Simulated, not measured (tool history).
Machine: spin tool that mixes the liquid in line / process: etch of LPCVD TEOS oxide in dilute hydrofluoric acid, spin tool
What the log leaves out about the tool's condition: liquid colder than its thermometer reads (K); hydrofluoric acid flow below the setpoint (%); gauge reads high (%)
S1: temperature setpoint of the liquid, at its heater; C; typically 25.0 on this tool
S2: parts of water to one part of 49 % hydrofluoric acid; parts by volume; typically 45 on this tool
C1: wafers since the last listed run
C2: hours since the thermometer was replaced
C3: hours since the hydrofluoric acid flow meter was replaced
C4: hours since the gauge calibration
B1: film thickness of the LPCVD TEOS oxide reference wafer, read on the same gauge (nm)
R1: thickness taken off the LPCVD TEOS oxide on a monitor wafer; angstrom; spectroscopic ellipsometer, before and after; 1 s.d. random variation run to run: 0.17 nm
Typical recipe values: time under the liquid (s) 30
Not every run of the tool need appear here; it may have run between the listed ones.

Run 1, hour 0.0: usual settings but S1 28.0 C; C1 0; C2 1373.6; C3 461.4; C4 115.7; B1 30.01. Result: R1 271.4 angstrom.
Run 2, hour 64.4: usual settings; C1 947; C2 1438.0; C3 525.8; C4 180.1; B1 30.03. Result: R1 238.4 angstrom.
Run 3, hour 106.3: usual settings; C1 616; C2 1479.9; C3 567.7; C4 222.0; B1 30.01. Result: R1 240.6 angstrom.
Run 4, hour 148.9: usual settings but S1 26.5 C; C1 626; C2 1522.5; C3 610.3; C4 264.6; B1 30.02. Result: R1 255.0 angstrom.
Run 5, hour 176.1: usual settings but S1 26.5 C; C1 400; C2 1549.7; C3 637.5; C4 291.8; B1 30.01. Result: R1 254.3 angstrom.
Run 6, hour 214.5: usual settings but S1 26.5 C; C1 564; C2 1588.1; C3 675.9; C4 330.2; B1 30.01. Result: R1 253.5 angstrom.
Run 7, hour 275.4: usual settings; C1 896; C2 1649.0; C3 736.8; C4 391.1; B1 29.98. Result: R1 239.9 angstrom.
Run 8, hour 327.6: usual settings; C1 768; C2 1701.2; C3 789.0; C4 443.3; B1 29.95. Result: R1 235.7 angstrom.
Run 9, hour 383.5: usual settings but time under the liquid (s) 45; C1 822; C2 1757.1; C3 844.9; C4 499.2; B1 29.99. Result: R1 357.4 angstrom.
Run 10, hour 434.1: usual settings but time under the liquid (s) 45; C1 744; C2 1807.7; C3 895.5; C4 549.8; B1 29.97. Result: R1 357.3 angstrom.
Run 11, hour 470.5: usual settings but time under the liquid (s) 45; C1 535; C2 1844.1; C3 931.9; C4 586.2; B1 29.99. Result: R1 353.1 angstrom.
Run 12, hour 534.0: usual settings but S1 22.5 C, S2 40 parts by volume; C1 934; C2 1907.6; C3 995.4; C4 649.7; B1 29.97. Result: R1 239.1 angstrom.
Run 13, hour 562.6: usual settings but S1 22.5 C, S2 40 parts by volume; C1 420; C2 1936.2; C3 1024.0; C4 678.3; B1 29.99. Result: R1 239.7 angstrom.
Run 14, hour 595.7: usual settings but S1 23.0 C; C1 486; C2 1969.3; C3 1057.1; C4 711.4; B1 29.97. Result: R1 218.5 angstrom.
Run 15, hour 632.6: usual settings but S2 60 parts by volume; C1 542; C2 2006.2; C3 1094.0; C4 748.3; B1 29.95. Result: R1 173.1 angstrom.
Run 16, hour 657.5: usual settings but S1 28.0 C, S2 25 parts by volume, time under the liquid (s) 15; C1 366; C2 2031.1; C3 1118.9; C4 773.2; B1 29.98. Result: R1 247.8 angstrom.
Run 17, hour 708.3: usual settings; C1 747; C2 2081.9; C3 1169.7; C4 824.0; B1 30.02. Result: R1 234.7 angstrom.
Run 18, hour 736.4: usual settings but S1 26.5 C, time under the liquid (s) 20; C1 413; C2 2110.0; C3 1197.8; C4 852.1; B1 30.05. Result: R1 167.0 angstrom.
At hour 788.9: gauge calibrated.
At hour 804.8: hydrofluoric acid flow meter replaced.
Run 19, hour 806.7: usual settings; C1 1019; C2 2180.3; C3 1.9; C4 17.8; B1 29.98. Result: R1 235.3 angstrom.
Run 20, hour 832.4: usual settings but S1 26.5 C, S2 30 parts by volume, time under the liquid (s) 15; C1 378; C2 2206.0; C3 27.6; C4 43.5; B1 30.02. Result: R1 192.6 angstrom.
At hour 838.0: thermometer replaced.
Run 21, hour 899.8: usual settings; C1 976; C2 61.8; C3 95.0; C4 110.9; B1 30.01. Result: R1 221.0 angstrom.
Run 22, hour 951.8: usual settings; C1 765; C2 113.8; C3 147.0; C4 162.9; B1 30.05. Result: R1 224.0 angstrom.
At hour 1002.3: thermometer replaced, repeated, since the last time left the tool worse.
Run 23, hour 1013.8: usual settings but S1 20.5 C, time under the liquid (s) 20; C1 897; C2 11.5; C3 209.0; C4 224.9; B1 30.01. Result: R1 137.5 angstrom.
Run 24, hour 1055.0: usual settings but S1 30.0 C; C1 606; C2 52.7; C3 250.2; C4 266.1; B1 30.01. Result: R1 303.2 angstrom.
Run 25, hour 1088.7: usual settings but S1 23.0 C; C1 495; C2 86.4; C3 283.9; C4 299.8; B1 30.01. Result: R1 229.0 angstrom.
Run 26, hour 1114.5: usual settings but S1 27.5 C, S2 35 parts by volume, time under the liquid (s) 50; C1 379; C2 112.2; C3 309.7; C4 325.6; B1 29.98. Result: R1 594.9 angstrom.
Run 27, hour 1176.7: usual settings but S1 27.5 C, time under the liquid (s) 50; C1 915; C2 174.4; C3 371.9; C4 387.8; B1 29.96. Result: R1 457.6 angstrom.
Run 28, hour 1234.6: usual settings but S1 28.0 C, time under the liquid (s) 40; C1 851; C2 232.3; C3 429.8; C4 445.7; B1 29.99. Result: R1 372.9 angstrom.

What differs in the tool's unlogged condition from the final listed run ahead of each entry between runs to the first listed run following it?
From run 18 to run 19: gauge calibrated (hour 788.9); hydrofluoric acid flow meter replaced (hour 804.8)
  liquid colder than its thermometer reads (K): 1.8 -> 1.85
  the result without the hidden state subtracted from the measured one, R1: -12.7 -> -18.7 angstrom
From run 20 to run 21: thermometer replaced (hour 838.0)
  liquid colder than its thermometer reads (K): 1.87 -> 3.17
  the result without the hidden state subtracted from the measured one, R1: -15.4 -> -31.1 angstrom
From run 22 to run 23: thermometer replaced, repeated, since the last time left the tool worse (hour 1002.3)
  liquid colder than its thermometer reads (K): 3.21 -> 0.29
  the result without the hidden state subtracted from the measured one, R1: -31.9 -> -1.7 angstrom
